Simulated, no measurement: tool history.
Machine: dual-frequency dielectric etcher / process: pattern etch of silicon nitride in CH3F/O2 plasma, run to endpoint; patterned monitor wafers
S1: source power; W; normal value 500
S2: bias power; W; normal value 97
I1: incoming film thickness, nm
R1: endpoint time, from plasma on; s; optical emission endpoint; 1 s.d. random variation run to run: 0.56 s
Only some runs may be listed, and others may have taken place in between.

{"run": 1, "day": 0.0, "S1": 540, "S2": 97, "I1": 69.1, "R1": 65.3}
{"run": 2, "day": 3.367, "S1": 540, "S2": 97, "I1": 69.7, "R1": 67.1}
{"run": 3, "day": 5.646, "S1": 410, "S2": 97, "I1": 69.7, "R1": 73}
{"run": 4, "day": 9.696, "S1": 500, "S2": 97, "I1": 69.6, "R1": 70.6}
{"day": 11.662, "done": "wet clean of the chamber"}
{"run": 5, "day": 12.279, "S1": 500, "S2": 97, "I1": 69.7, "R1": 66.5}
{"run": 6, "day": 16.217, "S1": 500, "S2": 97, "I1": 70.3, "R1": 67.4}
{"run": 7, "day": 20.229, "S1": 500, "S2": 97, "I1": 68.9, "R1": 66.1}
{"run": 8, "day": 22.029, "S1": 500, "S2": 97, "I1": 69.7, "R1": 67.5}
{"day": 25.788, "done": "upper electrode replaced"}
{"run": 9, "day": 26.025, "S1": 500, "S2": 97, "I1": 70.1, "R1": 68.1}
{"day": 31.358, "done": "bias power generator calibrated"}
{"run": 10, "day": 35.208, "S1": 500, "S2": 97, "I1": 69.9, "R1": 70.3}
{"day": 38.054, "done": "wet clean of the chamber"}
{"run": 11, "day": 38.938, "S1": 500, "S2": 97, "I1": 69.1, "R1": 66}
{"run": 12, "day": 43.179, "S1": 500, "S2": 97, "I1": 69.6, "R1": 67.3}
{"run": 13, "day": 47.262, "S1": 400, "S2": 77, "I1": 70.4, "R1": 75.9}
{"run": 14, "day": 50.746, "S1": 620, "S2": 107, "I1": 69.6, "R1": 62.4}
{"run": 15, "day": 52.608, "S1": 500, "S2": 97, "I1": 68.8, "R1": 69}
{"run": 16, "day": 54.342, "S1": 530, "S2": 97, "I1": 69.6, "R1": 67.6}
{"run": 17, "day": 56.062, "S1": 540, "S2": 97, "I1": 70, "R1": 67.2}
{"day": 60.95, "done": "wet clean of the chamber"}
{"run": 18, "day": 60.971, "S1": 610, "S2": 104, "I1": 69.6, "R1": 61.4}
{"run": 19, "day": 63.246, "S1": 540, "S2": 86, "I1": 69.5, "R1": 66.1}
{"day": 66.371, "done": "source power generator calibrated"}
{"run": 20, "day": 67.696, "S1": 500, "S2": 97, "I1": 68.9, "R1": 65.8}
{"run": 21, "day": 71.842, "S1": 400, "S2": 86, "I1": 69.7, "R1": 73.7}
{"run": 22, "day": 73.429, "S1": 450, "S2": 87, "I1": 70.2, "R1": 72.2}
{"run": 23, "day": 77.421, "S1": 580, "S2": 104, "I1": 70.2, "R1": 65.4}
{"day": 81.892, "done": "wet clean of the chamber"}
{"run": 24, "day": 81.912, "S1": 620, "S2": 90, "I1": 70.1, "R1": 63.2}
{"run": 25, "day": 83.454, "S1": 500, "S2": 110, "I1": 69.6, "R1": 63.2}

3 ways to go on from here, each from the tool as it stands after run 25. What would each give?
{"run": "A", "day": 83.475, "S1": 500, "S2": 97, "I1": 69.4, "R1": "?"}
{"run": "B", "day": 83.475, "S1": 500, "S2": 80, "I1": 69.4, "R1": "?"}
{"run": "C", "day": 83.475, "S1": 430, "S2": 84, "I1": 69.4, "R1": "?"}

run=A R1=64.7
run=B R1=67.2
run=C R1=69.4
Had the tool no hidden state, the same runs would have come out as:
run=A R1=64.6
run=B R1=67
run=C R1=69.3
